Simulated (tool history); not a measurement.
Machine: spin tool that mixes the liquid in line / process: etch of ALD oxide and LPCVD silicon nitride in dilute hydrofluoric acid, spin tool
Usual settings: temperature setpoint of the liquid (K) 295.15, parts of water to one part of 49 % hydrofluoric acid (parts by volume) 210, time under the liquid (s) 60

run,day,temperature setpoint of the liquid (K),parts of water to one part of 49 % hydrofluoric acid (parts by volume),time under the liquid (s),wafers since the last listed run,hours since the thermometer was replaced,hours since the hydrofluoric acid flow meter was replaced,hours since the gauge calibration,"read-back film thickness of the ALD oxide reference wafer, read on the same gauge (nm)",thickness taken off the ALD oxide on a monitor wafer (angstrom)
1,0,295.15,210,60,0,112.4,564.9,1675.4,39.99,55
2,1.588,295.15,210,60,569,150.5,603,1713.5,40.02,54.5
3,4.017,296.65,210,60,872,208.8,661.3,1771.8,40.02,58.9
# day 4.7: hydrofluoric acid flow meter replaced
4,6.562,296.65,210,60,899,269.9,44.7,1832.9,40.03,58.7
5,8.842,296.65,210,60,818,324.6,99.4,1887.6,40.02,57.9
# day 9.804: gauge calibrated
6,11.567,295.15,210,60,978,390,164.8,42.3,40,55.4
7,13.333,295.15,210,60,634,432.4,207.2,84.7,39.98,56.1
8,15.296,295.15,120,30,704,479.5,254.3,131.8,40.03,52.8
9,17.638,295.15,110,60,840,535.7,310.5,188,39.95,118.2
10,18.821,293.65,210,60,424,564.1,338.9,216.4,39.99,51.8
11,19.883,292.15,210,40,381,589.6,364.4,241.9,40.01,33.2
12,21.175,292.65,210,60,463,620.6,395.4,272.9,40.03,50.4
13,23.175,291.65,155,80,718,668.6,443.4,320.9,40.01,92.6
14,24.804,295.15,110,25,584,707.7,482.5,360,39.98,49.2
15,27.4,295.15,210,60,931,770,544.8,422.3,40.01,54.8
16,28.708,295.15,210,60,469,801.4,576.2,453.7,40.04,55
# day 31.796: hydrofluoric acid flow meter replaced
17,33.175,295.15,210,60,1588,908.6,33.1,560.9,40,55.4
18,35.008,295.15,210,60,658,952.6,77.1,604.9,39.99,55.6
19,36.975,295.15,310,60,706,999.8,124.3,652.1,40.01,34
20,38.254,295.15,210,60,459,1030.5,155,682.8,40.02,55.8
21,41.225,295.15,210,60,1066,1101.8,226.3,754.1,40.01,55.9
22,42.354,293.65,280,30,405,1128.9,253.4,781.2,39.98,18.3
23,44.533,295.15,210,30,782,1181.2,305.7,833.5,39.99,27.8
24,47.333,295.15,210,70,1005,1248.4,372.9,900.7,39.97,64.1
25,49.579,300.15,260,25,806,1302.3,426.8,954.6,39.99,21.1
26,52.392,295.15,210,60,1009,1369.8,494.3,1022.1,39.97,54.8
27,54.371,295.15,210,35,710,1417.3,541.8,1069.6,40.02,32.1

Run-by-run hidden state of the tool:
liquid hotter than its thermometer reads (K): 0 on each run
hydrofluoric acid flow below the setpoint (%): 0 on each run
gauge reads high (%): 0 on each run
